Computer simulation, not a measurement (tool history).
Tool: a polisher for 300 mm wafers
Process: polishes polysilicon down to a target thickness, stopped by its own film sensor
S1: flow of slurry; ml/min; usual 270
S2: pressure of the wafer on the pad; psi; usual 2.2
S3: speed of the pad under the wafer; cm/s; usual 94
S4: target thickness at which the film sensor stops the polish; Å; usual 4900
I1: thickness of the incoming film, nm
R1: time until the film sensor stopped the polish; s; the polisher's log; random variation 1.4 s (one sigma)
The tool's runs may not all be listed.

run,hour,S1,S2,S3,S4,I1,R1
1,0,270,2.2,94,4900,944.3,98.2
2,30.1,270,2.2,94,4900,921,92.4
3,49.3,270,2.4,94,4900,930.3,87.4
# hour 73.6: worn pad replaced by a new one
4,74.1,270,2.4,94,4900,927.3,90.1
5,91.9,270,2.2,94,4900,935.3,98.4
6,109.2,270,2.2,94,4900,934.4,94.8
# hour 112.3: head pressure recalibrated
7,123.4,270,2.2,94,4900,931.7,96.6
8,138.9,270,2.2,94,4900,929.1,95.3
9,170.8,235,2.2,94,4900,937.7,100.2
10,183.6,235,2.2,94,4900,941.2,103.7
11,205,235,2.2,94,4900,949.6,103.2
# hour 219.5: worn pad replaced by a new one
12,226,270,2.2,94,4900,929.2,97.7
13,256.3,270,2.2,94,4900,926.8,94.9
# hour 284.5: slurry nozzle cleaned
14,284.9,220,2.2,94,4900,944.2,92.8
# hour 363.6: worn pad replaced by a new one
15,382.3,270,2.2,66,4900,941.8,135.6
16,404.9,185,2.4,80,5910,932,81.6
17,422.8,270,2.2,76,4900,934.8,117.3
18,451.1,310,1.6,122,3630,927.9,113.4
# hour 501: head pressure recalibrated
# hour 508.3: worn pad replaced by a new one
19,542.9,270,2.2,94,4900,929.3,93.9
20,608.6,270,2.8,78,4900,934.7,96.2
21,633.4,270,2.4,94,4900,934.5,91.3
# hour 653.9: worn pad replaced by a new one
22,667.4,225,2.2,118,5610,928.1,67
23,700.1,270,2.2,94,4900,911.4,91.9
24,718.1,245,2.2,94,6300,933.9,68.3
# hour 739.5: slurry nozzle cleaned
25,739.8,270,2.2,94,4900,943.3,91.9
26,770,300,1.8,66,3570,918.7,186.7
27,792.1,270,2.2,94,4900,940.9,91.5
28,815.1,270,2.2,94,4900,941.1,92.2

3 ways to go on from here, each from the tool as it stands after run 28. What would each give?
A,815.5,270,2.2,94,4900,910.2,?
B,815.5,270,1.9,94,4900,910.2,?
C,815.5,270,1.5,94,3680,910.2,?

run,R1
A,86.8
B,97.1
C,148.8
Without the tool's hidden state the same runs would have given:
run,R1
A,84.5
B,94.5
C,144.8
